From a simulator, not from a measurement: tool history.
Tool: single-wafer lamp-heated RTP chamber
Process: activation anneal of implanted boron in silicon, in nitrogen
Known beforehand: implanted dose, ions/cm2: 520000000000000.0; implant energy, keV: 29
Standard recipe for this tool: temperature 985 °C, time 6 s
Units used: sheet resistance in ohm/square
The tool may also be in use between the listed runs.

run,hour,temperature,time,"read-back reference wafer on the same gauge, sheet resistance",sheet resistance
1,0,972,7,186.01,207.03
# hour 17.4: reflector plate cleaned
2,44.1,971,6,186.04,213.82
3,132.4,971,6,185.95,211.1
# hour 209.7: pyrometer window cleaned and pyrometer calibrated
4,239,985,8,185.99,193.99
# hour 272.2: reflector plate cleaned
5,337.1,977,5,185.94,197.8
6,425.4,985,4,186.05,191.55
# hour 446.6: reflector plate cleaned, repeated, since the last time left the tool worse
# hour 535.4: pyrometer window cleaned and pyrometer calibrated
7,537.5,985,6,186,196.19
8,628.5,985,6,185.93,194.95
9,674.2,985,6,185.89,194.83
# hour 698: reflector plate cleaned
10,718.7,957,5,185.8,240.41
# hour 726: gauge calibrated
11,795.1,995,4,185.91,189.49
# hour 815: pyrometer window cleaned and pyrometer calibrated
12,899.9,985,3,186.09,196.77
# hour 947.3: reflector plate cleaned
13,948.3,1000,9,186.08,185.95
14,1042.2,1015,6,186.03,181.96
# hour 1058.2: pyrometer window cleaned and pyrometer calibrated
15,1115.2,972,7,185.96,208.12
# hour 1208.2: reflector plate cleaned
# hour 1328.8: pyrometer window cleaned and pyrometer calibrated
16,1417.2,1005,6,185.9,183.69

Here are 4 independent what-if runs from the current tool condition. What would each one return?
A,1417.6,1011,6,?,?
B,1417.6,958,4,?,?
C,1417.6,1010,5,?,?
D,1417.6,1004,7,?,?

run,"read-back reference wafer on the same gauge, sheet resistance",sheet resistance
A,186.1,181.82
B,186.1,229.98
C,186.1,182.56
D,186.1,183.41
Without the tool's unlogged condition, the same runs would have read:
run,sheet resistance
A,182.97
B,237.51
C,183.82
D,184.96
